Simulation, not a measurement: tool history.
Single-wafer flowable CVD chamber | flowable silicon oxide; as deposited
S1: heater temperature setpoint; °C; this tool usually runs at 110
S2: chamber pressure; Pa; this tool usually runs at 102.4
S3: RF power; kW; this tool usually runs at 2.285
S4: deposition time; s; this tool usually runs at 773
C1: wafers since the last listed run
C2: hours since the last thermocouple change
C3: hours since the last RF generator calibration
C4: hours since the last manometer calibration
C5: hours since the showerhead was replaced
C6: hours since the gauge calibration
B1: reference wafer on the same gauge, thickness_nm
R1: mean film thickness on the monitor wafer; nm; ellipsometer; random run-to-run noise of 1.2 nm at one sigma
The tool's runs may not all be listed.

run    hour   S1     S2     S3   S4   C1      C2      C3      C4      C5      C6       B1       R1
  1     0.0  110  102.4  2.285  773    0   678.4   595.2   572.4  6458.7   973.1  373.649  369.855
  2    49.4  110  102.4  2.285  773  160   727.8   644.6   621.8  6508.1  1022.5  373.647  369.146
  3   134.2  110  102.4  2.285  773  274   812.6   729.4   706.6  6592.9  1107.3  372.577  368.239
  4   226.1  117   96.4  2.285  773  297   904.5   821.3   798.5  6684.8  1199.2  372.216  269.837
  5   331.3  117   96.4  2.285  773  341  1009.7   926.5   903.7  6790.0  1304.4  371.177  269.671
  6   437.5  117   96.4  2.285  773  344  1115.9  1032.7  1009.9  6896.2  1410.6  371.000  268.482
  7   486.6  110  102.4  2.285  773  159  1165.0  1081.8  1059.0  6945.3  1459.7  370.563  364.833
  8   549.0  110  102.4  2.285  773  202  1227.4  1144.2  1121.4  7007.7  1522.1  370.522  367.670
  9   645.5  110  102.4  2.285  773  312  1323.9  1240.7  1217.9  7104.2  1618.6  369.726  366.079
      691.6  -- gauge calibrated
 10   700.5  102  102.4  2.285  773  178  1378.9  1295.7  1272.9  7159.2     8.9  378.529  506.578
 11   752.3  102  102.4  2.285  773  167  1430.7  1347.5  1324.7  7211.0    60.7  377.683  506.189
 12   852.5  102  102.4  2.285  773  324  1530.9  1447.7  1424.9  7311.2   160.9  377.274  504.151
 13   932.1  110  102.4  2.285  773  258  1610.5  1527.3  1504.5  7390.8   240.5  376.964  372.468
 14  1038.1  106  111.2  2.435  631  343  1716.5  1633.3  1610.5  7496.8   346.5  376.380  387.014
     1066.4  -- showerhead replaced
 15  1145.5  110  123.5  2.440  773  322  1823.9  1740.7  1717.9    79.1   453.9  375.567  450.341
     1192.4  -- capacitance manometer re-zeroed and calibrated
 16  1224.4  110  102.4  2.285  773  229  1902.8  1819.6    32.0   158.0   532.8  375.563  371.747
 17  1285.4  110  102.4  2.285  773  197  1963.8  1880.6    93.0   219.0   593.8  375.113  370.042
     1345.7  -- thermocouple changed; heater temperature recalibrated
 18  1346.8  104  102.4  2.040  773  173     1.1  1942.0   154.4   280.4   655.2  374.574  458.206
 19  1426.1  110  102.4  2.285  773  257    80.4  2021.3   233.7   359.7   734.5  374.679  368.797
     1436.0  -- RF generator calibrated
 20  1568.0   96  102.4  2.475  857  434   222.3   132.0   375.6   501.6   876.4  373.356  702.689
 21  1662.3  110  102.4  2.135  892  305   316.6   226.3   469.9   595.9   970.7  373.053  420.178
 22  1744.2  100   90.3  2.285  773  265   398.5   308.2   551.8   677.8  1052.6  372.398  474.843
 23  1794.0  110  102.4  2.285  773  161   448.3   358.0   601.6   727.6  1102.4  372.311  369.455
 24  1893.5  104  112.8  2.695  673  322   547.8   457.5   701.1   827.1  1201.9  371.769  450.538
 25  1987.9  110  102.4  2.285  773  306   642.2   551.9   795.5   921.5  1296.3  371.335  365.745

The next listed run, before its measurement:
 26  2038.2  115  115.2  1.900  773  163  692.5  602.2  845.8  971.8  1346.6   ?   ?

B1: 370.790
R1: 335.821 nm
Had the tool carried no hidden state, the very same run would have given R1 343.121 nm.
